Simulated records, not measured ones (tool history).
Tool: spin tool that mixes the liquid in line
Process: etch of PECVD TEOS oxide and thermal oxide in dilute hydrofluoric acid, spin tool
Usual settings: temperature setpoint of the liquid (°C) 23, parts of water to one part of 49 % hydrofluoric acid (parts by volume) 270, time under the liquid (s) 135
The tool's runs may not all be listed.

| run | hour | temperature setpoint of the liquid (°C) | parts of water to one part of 49 % hydrofluoric acid (parts by volume) | time under the liquid (s) | read-back film thickness of the PECVD TEOS oxide reference wafer, read on the same gauge (nm) | read-back film thickness of the thermal oxide reference wafer, read on the same gauge (nm) | thickness taken off the PECVD TEOS oxide on a monitor wafer (nm) | thickness taken off the thermal oxide on a monitor wafer (nm) |
|---|---|---|---|---|---|---|---|---|
| 1 | 0 | 20.5 | 270 | 135 | 89.98 | 99.96 | 9.3 | 1.673 |
| 2 | 97.6 | 20.5 | 270 | 135 | 90 | 99.995 | 9.29 | 1.624 |
|  | 125.2 | thermometer replaced |
| 3 | 143.4 | 23 | 270 | 160 | 90.03 | 100.02 | 11.96 | 2.123 |
| 4 | 183 | 24.5 | 270 | 155 | 90.01 | 99.975 | 12.23 | 2.152 |
| 5 | 250.9 | 24.5 | 270 | 155 | 90.02 | 99.99 | 12.3 | 2.166 |
| 6 | 312 | 20 | 270 | 75 | 90.01 | 100.022 | 5.02 | 0.868 |
| 7 | 392.8 | 20 | 270 | 75 | 89.99 | 99.994 | 5 | 0.893 |
| 8 | 490.2 | 23 | 270 | 135 | 90.01 | 99.988 | 10.1 | 1.798 |
| 9 | 560.9 | 23 | 270 | 135 | 90 | 100.002 | 10.02 | 1.813 |
| 10 | 604.4 | 23 | 270 | 135 | 90.04 | 99.993 | 10.06 | 1.779 |
| 11 | 659.2 | 23 | 270 | 135 | 89.99 | 99.978 | 10.18 | 1.81 |
|  | 744.1 | gauge calibrated |
| 12 | 745.5 | 23 | 270 | 135 | 89.99 | 100.008 | 10.02 | 1.799 |
| 13 | 799.3 | 23 | 270 | 135 | 89.99 | 100.037 | 10.08 | 1.753 |
| 14 | 843.9 | 23 | 270 | 135 | 89.99 | 100.007 | 10.12 | 1.769 |
| 15 | 941.9 | 27 | 320 | 160 | 90.01 | 100.007 | 10.93 | 1.91 |
| 16 | 1040.3 | 21.5 | 320 | 195 | 90 | 100.012 | 11.3 | 1.96 |
| 17 | 1098.6 | 21.5 | 395 | 195 | 90.01 | 99.969 | 8.33 | 1.513 |
|  | 1118.3 | thermometer replaced |
| 18 | 1185.9 | 26.5 | 270 | 105 | 89.97 | 99.978 | 8.75 | 1.565 |
| 19 | 1289.6 | 23 | 270 | 135 | 89.98 | 99.974 | 9.96 | 1.793 |
| 20 | 1351.3 | 23 | 270 | 135 | 89.97 | 99.956 | 10.1 | 1.782 |
|  | 1354.8 | hydrofluoric acid flow meter replaced |
| 21 | 1404.2 | 23 | 175 | 135 | 90.03 | 100.016 | 16.96 | 3.059 |

Run 22 comes next. What will it give?
| 22 | 1476.6 | 21.5 | 145 | 65 | ? | ? | ? | ? |

{"run 22": {"read-back film thickness of the PECVD TEOS oxide reference wafer, read on the same gauge (nm)": 90, "read-back film thickness of the thermal oxide reference wafer, read on the same gauge (nm)": 100.016, "thickness taken off the PECVD TEOS oxide on a monitor wafer (nm)": 9.69, "thickness taken off the thermal oxide on a monitor wafer (nm)": 1.756}}
Without the tool's hidden state the same run would have given thickness taken off the PECVD TEOS oxide on a monitor wafer (nm) 9.69, thickness taken off the thermal oxide on a monitor wafer (nm) 1.756.

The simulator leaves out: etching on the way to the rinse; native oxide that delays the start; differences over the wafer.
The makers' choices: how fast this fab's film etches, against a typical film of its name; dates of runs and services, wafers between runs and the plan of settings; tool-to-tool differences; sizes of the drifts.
